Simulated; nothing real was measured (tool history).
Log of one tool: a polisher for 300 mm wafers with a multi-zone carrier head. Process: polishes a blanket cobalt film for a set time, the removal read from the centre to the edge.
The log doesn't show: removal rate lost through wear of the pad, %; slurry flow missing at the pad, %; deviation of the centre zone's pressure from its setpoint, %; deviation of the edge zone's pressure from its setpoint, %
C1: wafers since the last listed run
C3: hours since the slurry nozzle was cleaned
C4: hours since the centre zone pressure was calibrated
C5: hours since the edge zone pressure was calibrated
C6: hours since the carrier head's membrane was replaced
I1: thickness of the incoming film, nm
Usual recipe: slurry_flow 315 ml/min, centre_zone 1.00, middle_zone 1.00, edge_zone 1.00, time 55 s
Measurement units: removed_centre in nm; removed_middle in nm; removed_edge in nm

{"run": 1, "hour": 0.0, "slurry_flow": 315, "centre_zone": 1.0, "middle_zone": 1.0, "edge_zone": 1.0, "time": 55, "C1": 0, "wafers polished on this pad": 92, "C3": 442.8, "C4": 64.7, "C5": 255.0, "C6": 574.5, "I1": 1335.7, "removed_centre": 208.9, "removed_middle": 211.9, "removed_edge": 207.5}
{"run": 2, "hour": 54.1, "slurry_flow": 315, "centre_zone": 1.0, "middle_zone": 1.0, "edge_zone": 1.0, "time": 55, "C1": 350, "wafers polished on this pad": 442, "C3": 496.9, "C4": 118.8, "C5": 309.1, "C6": 628.6, "I1": 1347.8, "removed_centre": 203.0, "removed_middle": 202.4, "removed_edge": 198.8}
{"hour": 94.4, "done": "slurry nozzle cleaned"}
{"run": 3, "hour": 103.0, "slurry_flow": 315, "centre_zone": 1.05, "middle_zone": 1.0, "edge_zone": 1.0, "time": 55, "C1": 310, "wafers polished on this pad": 753, "C3": 8.6, "C4": 167.7, "C5": 358.0, "C6": 677.5, "I1": 1345.6, "removed_centre": 205.1, "removed_middle": 192.9, "removed_edge": 186.0}
{"hour": 126.1, "done": "worn pad replaced by a new one"}
{"run": 4, "hour": 149.9, "slurry_flow": 315, "centre_zone": 1.05, "middle_zone": 1.0, "edge_zone": 1.0, "time": 55, "C1": 277, "wafers polished on this pad": 154, "C3": 55.5, "C4": 214.6, "C5": 404.9, "C6": 724.4, "I1": 1342.8, "removed_centre": 212.9, "removed_middle": 206.5, "removed_edge": 197.9}
{"run": 5, "hour": 184.3, "slurry_flow": 315, "centre_zone": 1.05, "middle_zone": 1.0, "edge_zone": 1.0, "time": 55, "C1": 222, "wafers polished on this pad": 377, "C3": 89.9, "C4": 249.0, "C5": 439.3, "C6": 758.8, "I1": 1362.4, "removed_centre": 205.5, "removed_middle": 199.7, "removed_edge": 196.0}
{"run": 6, "hour": 219.2, "slurry_flow": 315, "centre_zone": 1.0, "middle_zone": 1.0, "edge_zone": 0.9, "time": 55, "C1": 225, "wafers polished on this pad": 603, "C3": 124.8, "C4": 283.9, "C5": 474.2, "C6": 793.7, "I1": 1369.8, "removed_centre": 193.5, "removed_middle": 192.9, "removed_edge": 174.8}
{"hour": 267.8, "done": "carrier head's membrane replaced by a new one"}
{"run": 7, "hour": 271.3, "slurry_flow": 315, "centre_zone": 1.0, "middle_zone": 1.0, "edge_zone": 0.9, "time": 55, "C1": 304, "wafers polished on this pad": 907, "C3": 176.9, "C4": 336.0, "C5": 526.3, "C6": 3.5, "I1": 1345.4, "removed_centre": 181.5, "removed_middle": 183.1, "removed_edge": 168.4}
{"hour": 301.4, "done": "worn pad replaced by a new one"}
{"run": 8, "hour": 303.9, "slurry_flow": 315, "centre_zone": 1.0, "middle_zone": 1.0, "edge_zone": 0.9, "time": 55, "C1": 185, "wafers polished on this pad": 16, "C3": 209.5, "C4": 368.6, "C5": 558.9, "C6": 36.1, "I1": 1347.5, "removed_centre": 212.7, "removed_middle": 217.2, "removed_edge": 203.6}
{"run": 9, "hour": 341.0, "slurry_flow": 315, "centre_zone": 1.0, "middle_zone": 1.0, "edge_zone": 1.0, "time": 55, "C1": 240, "wafers polished on this pad": 256, "C3": 246.6, "C4": 405.7, "C5": 596.0, "C6": 73.2, "I1": 1338.6, "removed_centre": 208.3, "removed_middle": 210.5, "removed_edge": 203.5}
{"hour": 391.0, "done": "centre zone pressure recalibrated"}
{"run": 10, "hour": 395.2, "slurry_flow": 315, "centre_zone": 1.0, "middle_zone": 1.0, "edge_zone": 1.0, "time": 37, "C1": 337, "wafers polished on this pad": 594, "C3": 300.8, "C4": 4.2, "C5": 650.2, "C6": 127.4, "I1": 1355.5, "removed_centre": 135.0, "removed_middle": 135.4, "removed_edge": 132.8}
{"run": 11, "hour": 462.4, "slurry_flow": 315, "centre_zone": 0.9, "middle_zone": 1.0, "edge_zone": 1.0, "time": 55, "C1": 435, "wafers polished on this pad": 1029, "C3": 368.0, "C4": 71.4, "C5": 717.4, "C6": 194.6, "I1": 1344.8, "removed_centre": 166.1, "removed_middle": 190.4, "removed_edge": 182.7}
{"hour": 466.8, "done": "worn pad replaced by a new one"}
{"run": 12, "hour": 523.0, "slurry_flow": 315, "centre_zone": 1.0, "middle_zone": 1.0, "edge_zone": 0.97, "time": 55, "C1": 366, "wafers polished on this pad": 363, "C3": 428.6, "C4": 132.0, "C5": 778.0, "C6": 255.2, "I1": 1346.5, "removed_centre": 204.4, "removed_middle": 205.4, "removed_edge": 191.4}
{"hour": 533.3, "done": "edge zone pressure recalibrated"}
{"run": 13, "hour": 572.6, "slurry_flow": 315, "centre_zone": 0.92, "middle_zone": 1.07, "edge_zone": 0.93, "time": 55, "C1": 308, "wafers polished on this pad": 671, "C3": 478.2, "C4": 181.6, "C5": 39.3, "C6": 304.8, "I1": 1355.8, "removed_centre": 181.1, "removed_middle": 207.6, "removed_edge": 183.6}
{"hour": 607.2, "done": "slurry nozzle cleaned"}
{"hour": 613.9, "done": "worn pad replaced by a new one"}
{"run": 14, "hour": 614.4, "slurry_flow": 315, "centre_zone": 1.06, "middle_zone": 1.05, "edge_zone": 1.0, "time": 70, "C1": 238, "wafers polished on this pad": 3, "C3": 7.2, "C4": 223.4, "C5": 81.1, "C6": 346.6, "I1": 1326.1, "removed_centre": 292.5, "removed_middle": 289.5, "removed_edge": 269.6}
{"run": 15, "hour": 709.0, "slurry_flow": 315, "centre_zone": 1.0, "middle_zone": 1.0, "edge_zone": 1.0, "time": 55, "C1": 612, "wafers polished on this pad": 615, "C3": 101.8, "C4": 318.0, "C5": 175.7, "C6": 441.2, "I1": 1364.6, "removed_centre": 198.3, "removed_middle": 201.2, "removed_edge": 194.2}
{"hour": 746.3, "done": "worn pad replaced by a new one"}
{"run": 16, "hour": 748.1, "slurry_flow": 375, "centre_zone": 0.96, "middle_zone": 0.97, "edge_zone": 1.0, "time": 55, "C1": 227, "wafers polished on this pad": 11, "C3": 140.9, "C4": 357.1, "C5": 214.8, "C6": 480.3, "I1": 1346.5, "removed_centre": 212.0, "removed_middle": 215.4, "removed_edge": 214.2}
{"run": 17, "hour": 774.7, "slurry_flow": 315, "centre_zone": 1.12, "middle_zone": 1.0, "edge_zone": 0.9, "time": 55, "C1": 172, "wafers polished on this pad": 183, "C3": 167.5, "C4": 383.7, "C5": 241.4, "C6": 506.9, "I1": 1342.7, "removed_centre": 242.9, "removed_middle": 213.1, "removed_edge": 194.1}

What if the next run were any one of these 4? Each begins from the tool's condition after run 17:
{"run": "A", "hour": 775.1, "slurry_flow": 315, "centre_zone": 1.04, "middle_zone": 1.0, "edge_zone": 1.0, "time": 55, "C1": 2, "wafers polished on this pad": 186, "C3": 167.9, "C4": 384.1, "C5": 241.8, "C6": 507.3, "I1": 1342.6, "removed_centre": "?", "removed_middle": "?", "removed_edge": "?"}
{"run": "B", "hour": 775.1, "slurry_flow": 315, "centre_zone": 1.0, "middle_zone": 1.06, "edge_zone": 1.0, "time": 55, "C1": 2, "wafers polished on this pad": 186, "C3": 167.9, "C4": 384.1, "C5": 241.8, "C6": 507.3, "I1": 1342.6, "removed_centre": "?", "removed_middle": "?", "removed_edge": "?"}
{"run": "C", "hour": 775.1, "slurry_flow": 250, "centre_zone": 1.0, "middle_zone": 1.0, "edge_zone": 0.96, "time": 66, "C1": 2, "wafers polished on this pad": 186, "C3": 167.9, "C4": 384.1, "C5": 241.8, "C6": 507.3, "I1": 1342.6, "removed_centre": "?", "removed_middle": "?", "removed_edge": "?"}
{"run": "D", "hour": 775.1, "slurry_flow": 375, "centre_zone": 0.96, "middle_zone": 1.09, "edge_zone": 0.92, "time": 55, "C1": 2, "wafers polished on this pad": 186, "C3": 167.9, "C4": 384.1, "C5": 241.8, "C6": 507.3, "I1": 1342.6, "removed_centre": "?", "removed_middle": "?", "removed_edge": "?"}

run=A removed_centre=216.0 removed_middle=213.4 removed_edge=204.8
run=B removed_centre=207.7 removed_middle=224.3 removed_edge=204.6
run=C removed_centre=243.2 removed_middle=250.7 removed_edge=237.0
run=D removed_centre=202.4 removed_middle=233.0 removed_edge=198.8
The same runs, with their run-to-run variation unchanged, on a tool lacking any hidden condition would have given:
run=A removed_centre=222.0 removed_middle=219.4 removed_edge=210.5
run=B removed_centre=213.5 removed_middle=230.6 removed_edge=210.3
run=C removed_centre=250.0 removed_middle=257.7 removed_edge=243.6
run=D removed_centre=208.1 removed_middle=239.5 removed_edge=204.3

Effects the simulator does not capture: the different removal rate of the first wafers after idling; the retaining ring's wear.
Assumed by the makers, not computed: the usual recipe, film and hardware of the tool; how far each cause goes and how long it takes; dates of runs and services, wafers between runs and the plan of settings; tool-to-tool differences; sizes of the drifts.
